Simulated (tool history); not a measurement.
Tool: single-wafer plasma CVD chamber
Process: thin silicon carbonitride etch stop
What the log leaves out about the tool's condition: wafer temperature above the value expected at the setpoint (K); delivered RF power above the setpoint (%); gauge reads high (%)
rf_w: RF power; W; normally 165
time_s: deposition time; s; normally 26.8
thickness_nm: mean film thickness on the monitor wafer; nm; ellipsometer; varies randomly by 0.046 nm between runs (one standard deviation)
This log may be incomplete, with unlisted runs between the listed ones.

run    hour  rf_w  time_s  wafers since the last listed run  hours since the last thermocouple change  hours since the last RF generator calibration  hours since the showerhead was replaced  hours since the gauge calibration  read-back reference wafer on the same gauge, thickness_nm  thickness_nm
  1     0.0   165    22.8                                 0                                      27.4                                          514.5                                   3040.1                              789.5                                                     13.000        12.126
  2    91.3   165    24.2                              1188                                     118.7                                          605.8                                   3131.4                              880.8                                                     13.013        12.892
  3   168.8   165    24.2                              1009                                     196.2                                          683.3                                   3208.9                              958.3                                                     12.997        12.844
  4   206.4   165    24.2                               489                                     233.8                                          720.9                                   3246.5                              995.9                                                     13.001        12.871
  5   246.8   185    26.8                               526                                     274.2                                          761.3                                   3286.9                             1036.3                                                     13.012        14.711
  6   319.9   185    26.8                               951                                     347.3                                          834.4                                   3360.0                             1109.4                                                     13.002        14.769
  7   391.3   165    26.8                               929                                     418.7                                          905.8                                   3431.4                             1180.8                                                     12.998        14.271
  8   487.3   165    26.8                              1250                                     514.7                                         1001.8                                   3527.4                             1276.8                                                     13.003        14.236
  9   568.0   165    26.8                              1050                                     595.4                                         1082.5                                   3608.1                             1357.5                                                     12.998        14.245
 10   652.3   175    24.1                              1097                                     679.7                                         1166.8                                   3692.4                             1441.8                                                     12.995        13.054
 11   756.4   145    26.8                              1355                                     783.8                                         1270.9                                   3796.5                             1545.9                                                     12.993        13.799
 12   827.2   165    26.8                               922                                     854.6                                         1341.7                                   3867.3                             1616.7                                                     12.988        14.174
 13   900.6   165    26.8                               955                                     928.0                                         1415.1                                   3940.7                             1690.1                                                     13.006        14.228
 14   958.3   165    24.3                               751                                     985.7                                         1472.8                                   3998.4                             1747.8                                                     13.007        12.917
 15  1050.3   165    24.3                              1198                                    1077.7                                         1564.8                                   4090.4                             1839.8                                                     12.997        12.939
 16  1100.4   140    24.4                               652                                    1127.8                                         1614.9                                   4140.5                             1889.9                                                     12.997        12.395
 17  1204.4   175    21.7                              1354                                    1231.8                                         1718.9                                   4244.5                             1993.9                                                     13.008        11.663
     1225.0  -- RF generator calibrated
     1247.2  -- showerhead replaced, of another model than before
 18  1247.7   195    30.7                               355                                    1275.1                                           22.7                                      0.5                             2037.2                                                     12.995        16.945
 19  1291.1   140    32.0                               565                                    1318.5                                           66.1                                     43.9                             2080.6                                                     12.999        16.934
 20  1332.9   180    31.2                               544                                    1360.3                                          107.9                                     85.7                             2122.4                                                     13.005        16.931
     1365.1  -- thermocouple changed; heater temperature recalibrated
 21  1369.1   165    29.7                               367                                       4.0                                          144.1                                    121.9                             2158.6                                                     12.998        16.019
 22  1430.4   135    25.3                               798                                      65.3                                          205.4                                    183.2                             2219.9                                                     12.981        13.337
 23  1519.3   165    22.7                              1157                                     154.2                                          294.3                                    272.1                             2308.8                                                     13.007        12.221
     1540.0  -- gauge calibrated
 24  1557.7   165    26.8                               500                                     192.6                                          332.7                                    310.5                               17.7                                                     12.986        14.393
 25  1607.7   165    29.6                               651                                     242.6                                          382.7                                    360.5                               67.7                                                     13.013        15.936
 26  1691.4   165    24.3                              1090                                     326.3                                          466.4                                    444.2                              151.4                                                     12.990        13.042
 27  1784.5   165    26.8                              1212                                     419.4                                          559.5                                    537.3                              244.5                                                     13.005        14.339
 28  1864.5   165    26.8                              1041                                     499.4                                          639.5                                    617.3                              324.5                                                     12.979        14.425
 29  1970.9   195    21.8                              1385                                     605.8                                          745.9                                    723.7                              430.9                                                     13.004        11.901
 30  2019.1   140    24.3                               627                                     654.0                                          794.1                                    771.9                              479.1                                                     13.007        12.811
 31  2089.5   165    23.2                               916                                     724.4                                          864.5                                    842.3                              549.5                                                     12.993        12.428
 32  2144.0   190    22.2                               709                                     778.9                                          919.0                                    896.8                              604.0                                                     12.990        12.080
 33  2197.5   190    22.4                               696                                     832.4                                          972.5                                    950.3                              657.5                                                     13.014        12.221
 34  2297.2   175    31.9                              1298                                     932.1                                         1072.2                                   1050.0                              757.2                                                     13.010        17.261
 35  2334.3   165    26.8                               483                                     969.2                                         1109.3                                   1087.1                              794.3                                                     12.992        14.398

Predict each of these 4 candidate next runs independently; none follows another, all start after run 35:
  A  2334.7   155    26.8                                 5                                     969.6                                         1109.7                                   1087.5                              794.7                                                          ?             ?
  B  2334.7   185    22.0                                 5                                     969.6                                         1109.7                                   1087.5                              794.7                                                          ?             ?
  C  2334.7   155    25.1                                 5                                     969.6                                         1109.7                                   1087.5                              794.7                                                          ?             ?
  D  2334.7   135    21.6                                 5                                     969.6                                         1109.7                                   1087.5                              794.7                                                          ?             ?

run  read-back reference wafer on the same gauge, thickness_nm  thickness_nm
  A                                                     12.999        14.280
  B                                                     12.999        11.988
  C                                                     12.999        13.374
  D                                                     12.999        11.327
With no hidden state in the tool, these same runs would have given:
run  thickness_nm
  A        14.392
  B        12.083
  C        13.480
  D        11.416
